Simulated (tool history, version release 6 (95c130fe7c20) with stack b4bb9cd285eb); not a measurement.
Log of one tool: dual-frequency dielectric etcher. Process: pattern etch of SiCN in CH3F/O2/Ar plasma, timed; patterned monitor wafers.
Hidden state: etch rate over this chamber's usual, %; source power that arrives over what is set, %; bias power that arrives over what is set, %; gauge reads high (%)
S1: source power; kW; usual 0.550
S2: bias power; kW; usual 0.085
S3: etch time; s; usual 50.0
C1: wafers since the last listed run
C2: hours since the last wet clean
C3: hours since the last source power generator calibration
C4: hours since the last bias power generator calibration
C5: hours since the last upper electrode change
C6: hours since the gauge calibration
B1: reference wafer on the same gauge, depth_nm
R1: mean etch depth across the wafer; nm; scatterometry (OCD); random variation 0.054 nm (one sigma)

run   hour     S1     S2    S3   C1     C2      C3      C4      C5     C6     B1     R1
  1    0.0  0.550  0.085  57.0    0  449.0  4637.3  4652.2  1782.5  134.2  23.82  27.00
  2   14.5  0.550  0.085  57.0  224  463.5  4651.8  4666.7  1797.0  148.7  23.80  27.15
  3   32.3  0.440  0.085  56.0  275  481.3  4669.6  4684.5  1814.8  166.5  23.83  24.63
  4   41.1  0.440  0.085  56.0  136  490.1  4678.4  4693.3  1823.6  175.3  23.80  24.68
  5   55.8  0.440  0.085  56.0  227  504.8  4693.1  4708.0  1838.3  190.0  23.79  24.56
      77.2  -- gauge calibrated
      89.6  -- wet clean of the chamber
  6   90.1  0.550  0.085  50.0  159    0.5  4727.4  4742.3  1872.6   12.9  23.81  23.92
  7   90.4  0.550  0.079  55.5    4    0.8  4727.7  4742.6  1872.9   13.2  23.81  25.71
  8   93.0  0.550  0.079  55.5   40    3.4  4730.3  4745.2  1875.5   15.8  23.80  25.69
  9  108.9  0.550  0.079  55.5  246   19.3  4746.2  4761.1  1891.4   31.7  23.80  25.69
     123.0  -- source power generator calibrated
 10  123.5  0.550  0.085  50.0  164   33.9     0.5  4775.7  1906.0   46.3  23.81  23.76
     152.8  -- upper electrode replaced
 11  153.3  0.550  0.085  50.0   89   63.7    30.3  4805.5     0.5   76.1  23.80  23.84
 12  153.6  0.550  0.085  50.0    4   64.0    30.6  4805.8     0.8   76.4  23.80  23.77
     165.3  -- bias power generator calibrated
 13  165.8  0.510  0.085  55.5  127   76.2    42.8     0.5    13.0   88.6  23.79  25.77
 14  168.1  0.690  0.103  44.0   35   78.5    45.1     2.8    15.3   90.9  23.80  24.31
 15  174.9  0.550  0.085  50.0  105   85.3    51.9     9.6    22.1   97.7  23.77  23.76
 16  182.5  0.550  0.085  44.5  117   92.9    59.5    17.2    29.7  105.3  23.80  21.13
 17  192.5  0.420  0.099  43.5  154  102.9    69.5    27.2    39.7  115.3  23.82  19.90
 18  202.0  0.660  0.085  50.0  147  112.4    79.0    36.7    49.2  124.8  23.78  25.36
 19  210.9  0.550  0.085  50.0  137  121.3    87.9    45.6    58.1  133.7  23.79  23.81
 20  228.0  0.440  0.085  61.0  264  138.4   105.0    62.7    75.2  150.8  23.80  26.87

Hidden state at the last listed run before each entry between runs and at the first one after, where it differs:
Between runs 5 and 6: gauge calibrated (hour 77.2); wet clean of the chamber (hour 89.6)
  no hidden state differs between the two runs
Between runs 9 and 10: source power generator calibrated (hour 123.0)
  no hidden state differs between the two runs
Between runs 10 and 11: upper electrode replaced (hour 152.8)
  no hidden state differs between the two runs
Between runs 12 and 13: bias power generator calibrated (hour 165.3)
  no hidden state differs between the two runs
